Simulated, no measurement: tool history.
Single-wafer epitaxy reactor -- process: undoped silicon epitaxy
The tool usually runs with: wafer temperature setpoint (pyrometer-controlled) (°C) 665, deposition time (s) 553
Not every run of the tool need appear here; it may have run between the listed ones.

run	day	wafer temperature setpoint (pyrometer-controlled) (°C)	deposition time (s)	wafers since the last listed run	hours since the last pyrometer calibration	hours since the gauge calibration	read-back reference wafer on the same gauge, thickness_nm	mean film thickness on the monitor wafer (angstrom)
1	0.000	665	553	0	2075.3	75.0	153.987	1406.56
2	0.404	665	553	42	2085.0	84.7	154.013	1406.58
3	1.138	665	553	77	2102.6	102.3	154.003	1402.11
4	1.688	665	553	58	2115.8	115.5	154.075	1405.49
5	2.138	665	553	47	2126.6	126.3	154.028	1411.10
6	2.529	665	553	41	2136.0	135.7	153.796	1416.23
7	3.071	665	553	57	2149.0	148.7	153.964	1410.47
8	3.550	665	553	50	2160.5	160.2	154.016	1410.30
9	3.883	665	553	35	2168.5	168.2	154.107	1414.19
10	4.358	665	553	50	2179.9	179.6	153.930	1414.45
11	5.050	665	553	73	2196.5	196.2	153.848	1411.44
12	5.750	665	553	74	2213.3	213.0	154.132	1412.89
13	6.425	671	472	71	2229.5	229.2	154.061	1341.36
14	6.892	671	472	49	2240.7	240.4	153.886	1345.40
15	8.146	679	655	132	2270.8	270.5	153.985	2175.18
16	8.871	673	461	76	2288.2	287.9	153.856	1361.46
17	9.617	678	553	78	2306.1	305.8	153.974	1780.03
# day 10.192: pyrometer calibrated
18	10.246	665	553	31	1.3	320.9	153.888	1291.36
# day 10.462: gauge calibrated
19	10.850	665	553	63	15.8	9.3	154.214	1287.79
20	11.162	672	647	33	23.3	16.8	154.160	1722.44
21	11.867	656	443	74	40.2	33.7	154.117	879.11
22	12.271	677	509	42	49.9	43.4	154.148	1483.15
23	14.112	679	449	194	94.1	87.6	154.058	1369.14
24	14.638	678	524	55	106.7	100.2	153.961	1571.85
25	15.358	655	460	76	124.0	117.5	153.924	907.47

Branching from run 25: 3 alternative next runs. What would each branch give?
A	15.383	665	553	2	124.6	118.1	?	?
B	15.383	677	484	2	124.6	118.1	?	?
C	15.383	674	643	2	124.6	118.1	?	?

run	read-back reference wafer on the same gauge, thickness_nm	mean film thickness on the monitor wafer (angstrom)
A	154.129	1309.26
B	154.129	1428.03
C	154.129	1796.41
The same runs, with their run-to-run variation unchanged, on a tool lacking any hidden condition would have given:
run	mean film thickness on the monitor wafer (angstrom)
A	1297.79
B	1415.80
C	1780.94

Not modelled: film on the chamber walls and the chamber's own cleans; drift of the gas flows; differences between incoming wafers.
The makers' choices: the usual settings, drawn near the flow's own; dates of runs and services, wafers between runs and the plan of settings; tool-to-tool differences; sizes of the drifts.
